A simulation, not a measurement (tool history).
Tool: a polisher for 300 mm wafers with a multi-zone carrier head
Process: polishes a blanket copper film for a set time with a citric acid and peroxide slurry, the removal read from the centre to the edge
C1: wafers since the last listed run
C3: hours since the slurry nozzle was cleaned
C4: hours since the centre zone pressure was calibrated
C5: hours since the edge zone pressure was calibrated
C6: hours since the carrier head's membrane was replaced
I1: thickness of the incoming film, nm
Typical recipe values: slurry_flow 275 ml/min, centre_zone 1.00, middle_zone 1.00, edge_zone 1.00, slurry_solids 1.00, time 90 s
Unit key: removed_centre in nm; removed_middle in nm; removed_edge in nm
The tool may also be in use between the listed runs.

{"run": 1, "hour": 0.0, "slurry_flow": 275, "centre_zone": 1.0, "middle_zone": 1.0, "edge_zone": 1.0, "slurry_solids": 1.0, "time": 90, "C1": 0, "wafers polished on this pad": 1971, "C3": 614.3, "C4": 930.0, "C5": 22.4, "C6": 596.2, "I1": 1157.8, "removed_centre": 184.6, "removed_middle": 178.0, "removed_edge": 179.5}
{"hour": 3.3, "done": "slurry nozzle cleaned"}
{"run": 2, "hour": 59.1, "slurry_flow": 275, "centre_zone": 1.0, "middle_zone": 1.0, "edge_zone": 1.0, "slurry_solids": 1.0, "time": 90, "C1": 320, "wafers polished on this pad": 2291, "C3": 55.8, "C4": 989.1, "C5": 81.5, "C6": 655.3, "I1": 1158.2, "removed_centre": 186.1, "removed_middle": 177.4, "removed_edge": 178.9}
{"hour": 87.7, "done": "centre zone pressure recalibrated"}
{"run": 3, "hour": 108.3, "slurry_flow": 275, "centre_zone": 1.05, "middle_zone": 0.94, "edge_zone": 1.0, "slurry_solids": 1.0, "time": 63, "C1": 260, "wafers polished on this pad": 2551, "C3": 105.0, "C4": 20.6, "C5": 130.7, "C6": 704.5, "I1": 1171.5, "removed_centre": 127.7, "removed_middle": 117.3, "removed_edge": 122.7}
{"run": 4, "hour": 169.9, "slurry_flow": 275, "centre_zone": 0.94, "middle_zone": 0.94, "edge_zone": 1.0, "slurry_solids": 0.9, "time": 67, "C1": 339, "wafers polished on this pad": 2890, "C3": 166.6, "C4": 82.2, "C5": 192.3, "C6": 766.1, "I1": 1171.8, "removed_centre": 119.6, "removed_middle": 121.1, "removed_edge": 122.4}
{"run": 5, "hour": 223.7, "slurry_flow": 275, "centre_zone": 1.0, "middle_zone": 1.11, "edge_zone": 1.0, "slurry_solids": 1.0, "time": 90, "C1": 296, "wafers polished on this pad": 3187, "C3": 220.4, "C4": 136.0, "C5": 246.1, "C6": 819.9, "I1": 1178.1, "removed_centre": 171.1, "removed_middle": 176.7, "removed_edge": 168.7}
{"hour": 312.8, "done": "worn pad replaced by a new one"}
{"run": 6, "hour": 326.1, "slurry_flow": 275, "centre_zone": 0.92, "middle_zone": 1.0, "edge_zone": 1.09, "slurry_solids": 1.25, "time": 90, "C1": 542, "wafers polished on this pad": 73, "C3": 322.8, "C4": 238.4, "C5": 348.5, "C6": 922.3, "I1": 1166.1, "removed_centre": 184.6, "removed_middle": 198.3, "removed_edge": 206.7}
{"hour": 438.4, "done": "carrier head's membrane replaced by a new one"}
{"run": 7, "hour": 592.8, "slurry_flow": 340, "centre_zone": 1.0, "middle_zone": 1.0, "edge_zone": 1.0, "slurry_solids": 1.0, "time": 90, "C1": 1442, "wafers polished on this pad": 1515, "C3": 589.5, "C4": 505.1, "C5": 615.2, "C6": 154.4, "I1": 1168.6, "removed_centre": 192.1, "removed_middle": 188.9, "removed_edge": 183.6}
{"hour": 656.2, "done": "slurry nozzle cleaned"}
{"run": 8, "hour": 776.3, "slurry_flow": 275, "centre_zone": 1.08, "middle_zone": 1.0, "edge_zone": 1.0, "slurry_solids": 1.0, "time": 90, "C1": 1005, "wafers polished on this pad": 2521, "C3": 120.1, "C4": 688.6, "C5": 798.7, "C6": 337.9, "I1": 1190.5, "removed_centre": 192.5, "removed_middle": 171.8, "removed_edge": 175.8}
{"run": 9, "hour": 819.9, "slurry_flow": 275, "centre_zone": 1.05, "middle_zone": 1.0, "edge_zone": 1.0, "slurry_solids": 1.0, "time": 103, "C1": 240, "wafers polished on this pad": 2761, "C3": 163.7, "C4": 732.2, "C5": 842.3, "C6": 381.5, "I1": 1161.5, "removed_centre": 212.6, "removed_middle": 198.6, "removed_edge": 198.4}
{"hour": 858.9, "done": "edge zone pressure recalibrated"}
{"hour": 1003.0, "done": "worn pad replaced by a new one"}
{"hour": 1011.4, "done": "centre zone pressure recalibrated"}
{"run": 10, "hour": 1126.4, "slurry_flow": 195, "centre_zone": 0.94, "middle_zone": 1.0, "edge_zone": 0.93, "slurry_solids": 1.2, "time": 90, "C1": 1644, "wafers polished on this pad": 668, "C3": 470.2, "C4": 115.0, "C5": 267.5, "C6": 688.0, "I1": 1160.4, "removed_centre": 173.9, "removed_middle": 188.8, "removed_edge": 180.5}
{"run": 11, "hour": 1191.7, "slurry_flow": 275, "centre_zone": 1.0, "middle_zone": 1.0, "edge_zone": 1.07, "slurry_solids": 0.75, "time": 117, "C1": 359, "wafers polished on this pad": 1028, "C3": 535.5, "C4": 180.3, "C5": 332.8, "C6": 753.3, "I1": 1185.0, "removed_centre": 234.3, "removed_middle": 232.2, "removed_edge": 231.2}
{"run": 12, "hour": 1232.1, "slurry_flow": 275, "centre_zone": 1.0, "middle_zone": 1.0, "edge_zone": 1.0, "slurry_solids": 1.0, "time": 90, "C1": 222, "wafers polished on this pad": 1251, "C3": 575.9, "C4": 220.7, "C5": 373.2, "C6": 793.7, "I1": 1168.5, "removed_centre": 194.4, "removed_middle": 185.0, "removed_edge": 186.0}
{"run": 13, "hour": 1274.3, "slurry_flow": 275, "centre_zone": 1.0, "middle_zone": 1.0, "edge_zone": 1.0, "slurry_solids": 1.0, "time": 90, "C1": 232, "wafers polished on this pad": 1483, "C3": 618.1, "C4": 262.9, "C5": 415.4, "C6": 835.9, "I1": 1166.9, "removed_centre": 189.8, "removed_middle": 183.0, "removed_edge": 184.3}
{"run": 14, "hour": 1315.2, "slurry_flow": 275, "centre_zone": 1.0, "middle_zone": 0.96, "edge_zone": 1.0, "slurry_solids": 1.15, "time": 90, "C1": 225, "wafers polished on this pad": 1709, "C3": 659.0, "C4": 303.8, "C5": 456.3, "C6": 876.8, "I1": 1193.5, "removed_centre": 194.5, "removed_middle": 182.6, "removed_edge": 188.8}
{"hour": 1367.9, "done": "slurry nozzle cleaned"}
{"run": 15, "hour": 1397.3, "slurry_flow": 275, "centre_zone": 1.0, "middle_zone": 1.0, "edge_zone": 1.0, "slurry_solids": 1.0, "time": 90, "C1": 446, "wafers polished on this pad": 2156, "C3": 29.4, "C4": 385.9, "C5": 538.4, "C6": 958.9, "I1": 1161.2, "removed_centre": 178.4, "removed_middle": 182.9, "removed_edge": 181.9}
{"run": 16, "hour": 1445.3, "slurry_flow": 185, "centre_zone": 1.0, "middle_zone": 1.0, "edge_zone": 1.0, "slurry_solids": 0.8, "time": 100, "C1": 264, "wafers polished on this pad": 2420, "C3": 77.4, "C4": 433.9, "C5": 586.4, "C6": 1006.9, "I1": 1190.9, "removed_centre": 180.7, "removed_middle": 180.4, "removed_edge": 183.7}
{"hour": 1469.3, "done": "carrier head's membrane replaced by a new one"}
{"run": 17, "hour": 1495.7, "slurry_flow": 275, "centre_zone": 1.0, "middle_zone": 0.88, "edge_zone": 1.0, "slurry_solids": 1.1, "time": 114, "C1": 250, "wafers polished on this pad": 2670, "C3": 127.8, "C4": 484.3, "C5": 636.8, "C6": 26.4, "I1": 1146.5, "removed_centre": 233.3, "removed_middle": 209.9, "removed_edge": 223.2}
{"run": 18, "hour": 1562.0, "slurry_flow": 275, "centre_zone": 0.96, "middle_zone": 1.0, "edge_zone": 1.0, "slurry_solids": 1.0, "time": 77, "C1": 365, "wafers polished on this pad": 3036, "C3": 194.1, "C4": 550.6, "C5": 703.1, "C6": 92.7, "I1": 1186.1, "removed_centre": 142.8, "removed_middle": 148.8, "removed_edge": 144.9}
{"run": 19, "hour": 1670.0, "slurry_flow": 275, "centre_zone": 1.0, "middle_zone": 1.0, "edge_zone": 1.0, "slurry_solids": 1.0, "time": 117, "C1": 595, "wafers polished on this pad": 3631, "C3": 302.1, "C4": 658.6, "C5": 811.1, "C6": 200.7, "I1": 1184.1, "removed_centre": 218.9, "removed_middle": 217.8, "removed_edge": 213.7}
{"hour": 1706.7, "done": "worn pad replaced by a new one"}
{"run": 20, "hour": 1771.8, "slurry_flow": 275, "centre_zone": 1.0, "middle_zone": 1.0, "edge_zone": 1.06, "slurry_solids": 1.0, "time": 90, "C1": 538, "wafers polished on this pad": 358, "C3": 403.9, "C4": 760.4, "C5": 912.9, "C6": 302.5, "I1": 1181.7, "removed_centre": 189.5, "removed_middle": 186.5, "removed_edge": 187.5}
{"run": 21, "hour": 1817.9, "slurry_flow": 275, "centre_zone": 1.0, "middle_zone": 1.0, "edge_zone": 1.0, "slurry_solids": 1.0, "time": 90, "C1": 254, "wafers polished on this pad": 612, "C3": 450.0, "C4": 806.5, "C5": 959.0, "C6": 348.6, "I1": 1182.5, "removed_centre": 188.4, "removed_middle": 186.1, "removed_edge": 186.0}
{"hour": 1840.4, "done": "edge zone pressure recalibrated"}
{"run": 22, "hour": 1918.7, "slurry_flow": 195, "centre_zone": 1.0, "middle_zone": 1.0, "edge_zone": 1.0, "slurry_solids": 0.8, "time": 99, "C1": 544, "wafers polished on this pad": 1157, "C3": 550.8, "C4": 907.3, "C5": 78.3, "C6": 449.4, "I1": 1166.1, "removed_centre": 185.3, "removed_middle": 186.3, "removed_edge": 189.7}

Consider 3 possible next runs. They are alternatives, not a sequence: every one starts from the tool as it was left by run 22. What does each give?
{"run": "A", "hour": 1919.1, "slurry_flow": 275, "centre_zone": 1.0, "middle_zone": 1.04, "edge_zone": 1.0, "slurry_solids": 1.0, "time": 90, "C1": 2, "wafers polished on this pad": 1159, "C3": 551.2, "C4": 907.7, "C5": 78.7, "C6": 449.8, "I1": 1156.1, "removed_centre": "?", "removed_middle": "?", "removed_edge": "?"}
{"run": "B", "hour": 1919.1, "slurry_flow": 335, "centre_zone": 1.07, "middle_zone": 1.0, "edge_zone": 1.0, "slurry_solids": 1.0, "time": 90, "C1": 2, "wafers polished on this pad": 1159, "C3": 551.2, "C4": 907.7, "C5": 78.7, "C6": 449.8, "I1": 1156.1, "removed_centre": "?", "removed_middle": "?", "removed_edge": "?"}
{"run": "C", "hour": 1919.1, "slurry_flow": 205, "centre_zone": 0.97, "middle_zone": 1.07, "edge_zone": 1.0, "slurry_solids": 1.0, "time": 71, "C1": 2, "wafers polished on this pad": 1159, "C3": 551.2, "C4": 907.7, "C5": 78.7, "C6": 449.8, "I1": 1156.1, "removed_centre": "?", "removed_middle": "?", "removed_edge": "?"}

run=A removed_centre=188.7 removed_middle=189.7 removed_edge=186.1
run=B removed_centre=206.6 removed_middle=189.8 removed_edge=189.1
run=C removed_centre=137.9 removed_middle=145.7 removed_edge=142.3
With no hidden state in the tool, these same runs would have given:
run=A removed_centre=192.3 removed_middle=193.3 removed_edge=189.6
run=B removed_centre=210.6 removed_middle=193.5 removed_edge=192.7
run=C removed_centre=140.6 removed_middle=148.5 removed_edge=145.0

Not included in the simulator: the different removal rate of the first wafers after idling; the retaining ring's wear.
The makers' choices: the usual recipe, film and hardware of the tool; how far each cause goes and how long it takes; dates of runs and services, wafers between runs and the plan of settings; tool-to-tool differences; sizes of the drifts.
